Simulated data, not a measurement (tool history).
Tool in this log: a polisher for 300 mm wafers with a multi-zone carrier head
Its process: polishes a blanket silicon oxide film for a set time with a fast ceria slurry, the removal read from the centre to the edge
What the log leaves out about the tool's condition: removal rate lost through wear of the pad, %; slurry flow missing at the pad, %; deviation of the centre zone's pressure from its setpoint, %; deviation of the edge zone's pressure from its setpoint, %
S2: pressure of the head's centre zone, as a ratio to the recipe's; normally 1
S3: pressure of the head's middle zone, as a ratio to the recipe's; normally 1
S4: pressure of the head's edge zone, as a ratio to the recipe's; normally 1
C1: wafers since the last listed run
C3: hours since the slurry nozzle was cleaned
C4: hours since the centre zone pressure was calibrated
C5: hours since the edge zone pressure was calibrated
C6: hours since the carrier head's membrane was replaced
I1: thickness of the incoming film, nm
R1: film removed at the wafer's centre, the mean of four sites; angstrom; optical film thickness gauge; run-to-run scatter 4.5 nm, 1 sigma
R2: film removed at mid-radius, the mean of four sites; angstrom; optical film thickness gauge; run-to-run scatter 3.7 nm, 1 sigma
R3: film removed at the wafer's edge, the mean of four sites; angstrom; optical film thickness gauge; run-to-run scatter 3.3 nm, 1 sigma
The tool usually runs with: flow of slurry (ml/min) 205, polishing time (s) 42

run 1 hour=0 | flow_of_slurry_(ml/min)=205 S2=1 S3=1 S4=1 polishing_time_(s)=42 | C1=0 wafers_polished_on_this_pad=754 C3=794.2 C4=1043.1 C5=973.2 C6=1551 | I1=2345.7 | R1=3243 R2=3382 R3=3247
-- hour=9.6 worn pad replaced by a new one
run 2 hour=13.4 | flow_of_slurry_(ml/min)=205 S2=1 S3=1 S4=1 polishing_time_(s)=42 | C1=59 wafers_polished_on_this_pad=24 C3=807.6 C4=1056.5 C5=986.6 C6=1564.4 | I1=2312.8 | R1=3596 R2=3680 R3=3561
run 3 hour=37.2 | flow_of_slurry_(ml/min)=205 S2=1 S3=1 S4=1 polishing_time_(s)=42 | C1=150 wafers_polished_on_this_pad=174 C3=831.4 C4=1080.3 C5=1010.4 C6=1588.2 | I1=2295.6 | R1=3527 R2=3572 R3=3464
run 4 hour=64.9 | flow_of_slurry_(ml/min)=205 S2=1 S3=1 S4=1 polishing_time_(s)=42 | C1=174 wafers_polished_on_this_pad=348 C3=859.1 C4=1108 C5=1038.1 C6=1615.9 | I1=2333.8 | R1=3461 R2=3526 R3=3435
run 5 hour=78.7 | flow_of_slurry_(ml/min)=205 S2=1 S3=1 S4=1 polishing_time_(s)=42 | C1=87 wafers_polished_on_this_pad=435 C3=872.9 C4=1121.8 C5=1051.9 C6=1629.7 | I1=2299.7 | R1=3458 R2=3558 R3=3403
-- hour=86.1 slurry nozzle cleaned
run 6 hour=99.1 | flow_of_slurry_(ml/min)=205 S2=1 S3=1 S4=1 polishing_time_(s)=42 | C1=122 wafers_polished_on_this_pad=558 C3=13 C4=1142.2 C5=1072.3 C6=1650.1 | I1=2347.4 | R1=3404 R2=3398 R3=3357
-- hour=106.9 centre zone pressure recalibrated
run 7 hour=112.4 | flow_of_slurry_(ml/min)=205 S2=1 S3=1 S4=1 polishing_time_(s)=42 | C1=71 wafers_polished_on_this_pad=629 C3=26.3 C4=5.5 C5=1085.6 C6=1663.4 | I1=2301.7 | R1=3355 R2=3424 R3=3344
-- hour=118.9 carrier head's membrane replaced by a new one
run 8 hour=132.1 | flow_of_slurry_(ml/min)=165 S2=1 S3=1 S4=1.07 polishing_time_(s)=42 | C1=92 wafers_polished_on_this_pad=722 C3=46 C4=25.2 C5=1105.3 C6=13.2 | I1=2308.7 | R1=3300 R2=3302 R3=3321
-- hour=137.5 worn pad replaced by a new one
run 9 hour=146.2 | flow_of_slurry_(ml/min)=205 S2=1 S3=1 S4=1.06 polishing_time_(s)=42 | C1=63 wafers_polished_on_this_pad=55 C3=60.1 C4=39.3 C5=1119.4 C6=27.3 | I1=2274 | R1=3679 R2=3718 R3=3645
run 10 hour=177.5 | flow_of_slurry_(ml/min)=205 S2=1.07 S3=1 S4=1 polishing_time_(s)=42 | C1=197 wafers_polished_on_this_pad=252 C3=91.4 C4=70.6 C5=1150.7 C6=58.6 | I1=2335.9 | R1=3797 R2=3611 R3=3484
run 11 hour=189.6 | flow_of_slurry_(ml/min)=140 S2=1.05 S3=1 S4=0.96 polishing_time_(s)=42 | C1=76 wafers_polished_on_this_pad=328 C3=103.5 C4=82.7 C5=1162.8 C6=70.7 | I1=2281.6 | R1=3537 R2=3461 R3=3371

Run 12 is up next; what results do you expect?
-- hour=206.6 edge zone pressure recalibrated
run 12 hour=217 | flow_of_slurry_(ml/min)=205 S2=1 S3=0.93 S4=0.95 polishing_time_(s)=42 | C1=160 wafers_polished_on_this_pad=488 C3=130.9 C4=110.1 C5=10.4 C6=98.1 | I1=2299.3 | R1=? R2=? R3=?

Run 12 produced R1 3510 angstrom, R2 3310 angstrom, R3 3350 angstrom.
Were there no unlogged condition in the tool, this run, its random variation unchanged, would have produced R1 3722 angstrom, R2 3511 angstrom, R3 3553 angstrom.
